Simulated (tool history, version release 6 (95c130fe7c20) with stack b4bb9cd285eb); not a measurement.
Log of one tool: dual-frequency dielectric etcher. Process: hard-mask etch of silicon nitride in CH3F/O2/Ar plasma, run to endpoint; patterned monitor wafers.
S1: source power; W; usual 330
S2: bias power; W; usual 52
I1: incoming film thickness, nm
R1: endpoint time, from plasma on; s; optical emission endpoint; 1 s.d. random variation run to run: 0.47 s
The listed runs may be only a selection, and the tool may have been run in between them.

run     day   S1  S2     I1    R1
  1       0  330  52  31.49  55.9
  2   2.842  330  52  31.28    56
  3   5.842  330  52  31.15  55.6
  4   6.888  330  52  31.59  57.1
  5   9.817  330  52  31.09  55.6
     12.154  -- wet clean of the chamber
  6  12.604  360  48  31.35  56.9
  7  15.471  360  48  31.17  55.6
  8  17.175  330  52  30.76  54.7
  9  19.183  330  52  31.21  55.5
 10  20.988  330  52  31.32  55.5
 11  23.808  330  63  30.92  51.5
 12  24.842  330  52  31.32  55.3
 13  27.308  360  48  31.42  56.9
      28.45  -- upper electrode replaced
 14  30.125  270  41   31.4  66.3
 15    31.2  400  45  31.23  55.4
     34.062  -- bias power generator calibrated
     34.975  -- source power generator calibrated
     37.667  -- wet clean of the chamber
 16  40.196  290  65  31.37  53.8
 17  41.233  310  61  31.28  53.4
 18  43.621  370  42  31.16  58.9
 19  45.742  270  47  31.23    62
 20  47.962  330  52  31.24  56.8
 21  50.571  380  40  31.07  58.8

Here are 4 independent what-if runs from the current tool condition. What would each one return?
  A  50.588  330  52  31.05   ?
  B  50.588  250  40  31.05   ?
  C  50.588  300  56  31.05   ?
  D  50.588  330  46  31.05   ?

run    R1
  A  55.3
  B  67.6
  C  55.4
  D  58.1
Stripped of hidden state, with their random variation kept, the same runs would have yielded:
run    R1
  A  55.3
  B  67.6
  C  55.4
  D  58.1

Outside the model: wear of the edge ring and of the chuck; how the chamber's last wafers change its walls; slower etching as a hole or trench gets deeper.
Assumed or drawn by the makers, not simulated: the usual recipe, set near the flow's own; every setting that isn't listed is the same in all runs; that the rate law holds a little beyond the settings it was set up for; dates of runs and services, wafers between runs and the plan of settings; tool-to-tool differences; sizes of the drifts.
